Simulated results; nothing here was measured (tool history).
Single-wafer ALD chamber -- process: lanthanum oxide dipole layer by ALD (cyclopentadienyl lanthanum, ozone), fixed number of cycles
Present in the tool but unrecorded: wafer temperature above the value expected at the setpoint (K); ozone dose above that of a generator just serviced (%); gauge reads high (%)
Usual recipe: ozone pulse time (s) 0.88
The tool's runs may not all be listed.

run   hour  ozone pulse time (s)  wafers since the last listed run  hours since the last thermocouple change  hours since the last ozone generator service  hours since the showerhead was replaced  hours since the gauge calibration  read-back reference wafer on the same gauge, thickness_nm  mean film thickness on the monitor wafer (nm)
  1    0.0                  0.76                                 0                                     958.7                                         840.4                                   5508.5                              445.3                                                      0.512                                          0.420
  2   32.4                  0.76                               412                                     991.1                                         872.8                                   5540.9                              477.7                                                      0.512                                          0.421
  3   67.0                  0.88                               440                                    1025.7                                         907.4                                   5575.5                              512.3                                                      0.512                                          0.452
  4  150.3                  0.88                              1060                                    1109.0                                         990.7                                   5658.8                              595.6                                                      0.512                                          0.453
  5  183.6                  0.88                               423                                    1142.3                                        1024.0                                   5692.1                              628.9                                                      0.512                                          0.452
  6  248.9                  0.71                               830                                    1207.6                                        1089.3                                   5757.4                              694.2                                                      0.512                                          0.405
  7  274.0                  0.71                               319                                    1232.7                                        1114.4                                   5782.5                              719.3                                                      0.512                                          0.400
  8  287.3                  0.71                               169                                    1246.0                                        1127.7                                   5795.8                              732.6                                                      0.512                                          0.402
  9  306.3                  0.88                               241                                    1265.0                                        1146.7                                   5814.8                              751.6                                                      0.512                                          0.453
 10  336.7                  0.88                               386                                    1295.4                                        1177.1                                   5845.2                              782.0                                                      0.512                                          0.449
     350.9  -- thermocouple changed; heater temperature recalibrated
 11  361.7                  0.88                               216                                      10.8                                        1202.1                                   5870.2                              807.0                                                      0.512                                          0.451
 12  387.0                  0.88                               321                                      36.1                                        1227.4                                   5895.5                              832.3                                                      0.512                                          0.453
 13  422.6                  0.88                               453                                      71.7                                        1263.0                                   5931.1                              867.9                                                      0.512                                          0.454
 14  452.1                  0.64                               375                                     101.2                                        1292.5                                   5960.6                              897.4                                                      0.512                                          0.376
 15  464.7                  0.64                               160                                     113.8                                        1305.1                                   5973.2                              910.0                                                      0.513                                          0.375
 16  485.4                  0.64                               263                                     134.5                                        1325.8                                   5993.9                              930.7                                                      0.512                                          0.376
 17  514.0                  1.17                               363                                     163.1                                        1354.4                                   6022.5                              959.3                                                      0.512                                          0.504
     583.4  -- ozone generator serviced
 18  604.2                  0.98                              1046                                     253.3                                          20.8                                   6112.7                             1049.5                                                      0.512                                          0.471
 19  631.4                  0.88                               346                                     280.5                                          48.0                                   6139.9                             1076.7                                                      0.512                                          0.450
     652.7  -- gauge calibrated
 20  656.2                  1.11                               315                                     305.3                                          72.8                                   6164.7                                3.5                                                      0.512                                          0.494
 21  684.3                  0.88                               357                                     333.4                                         100.9                                   6192.8                               31.6                                                      0.512                                          0.456
 22  717.4                  1.20                               421                                     366.5                                         134.0                                   6225.9                               64.7                                                      0.512                                          0.503
 23  747.6                  0.56                               384                                     396.7                                         164.2                                   6256.1                               94.9                                                      0.512                                          0.336
 24  771.4                  1.18                               302                                     420.5                                         188.0                                   6279.9                              118.7                                                      0.511                                          0.505
 25  789.0                  0.77                               223                                     438.1                                         205.6                                   6297.5                              136.3                                                      0.512                                          0.424
 26  815.7                  0.80                               339                                     464.8                                         232.3                                   6324.2                              163.0                                                      0.512                                          0.431
     838.6  -- showerhead replaced
 27  843.4                  0.66                               250                                     492.5                                         260.0                                      4.8                              190.7                                                      0.512                                          0.380
 28  866.8                  0.75                               297                                     515.9                                         283.4                                     28.2                              214.1                                                      0.512                                          0.417
 29  898.1                  1.03                               398                                     547.2                                         314.7                                     59.5                              245.4                                                      0.513                                          0.485
 30  926.7                  0.54                               363                                     575.8                                         343.3                                     88.1                              274.0                                                      0.512                                          0.328
 31  943.7                  1.15                               216                                     592.8                                         360.3                                    105.1                              291.0                                                      0.512                                          0.498
 32  979.3                  0.71                               453                                     628.4                                         395.9                                    140.7                              326.6                                                      0.512                                          0.403

For run 33, what comes out?
 33  996.4                  1.12                               217                                     645.5                                         413.0                                    157.8                              343.7                                                          ?                                              ?

Run 33 produced read-back reference wafer on the same gauge, thickness_nm 0.512, mean film thickness on the monitor wafer (nm) 0.495.
Had the tool carried no hidden state, the very same run would have given mean film thickness on the monitor wafer (nm) 0.495.
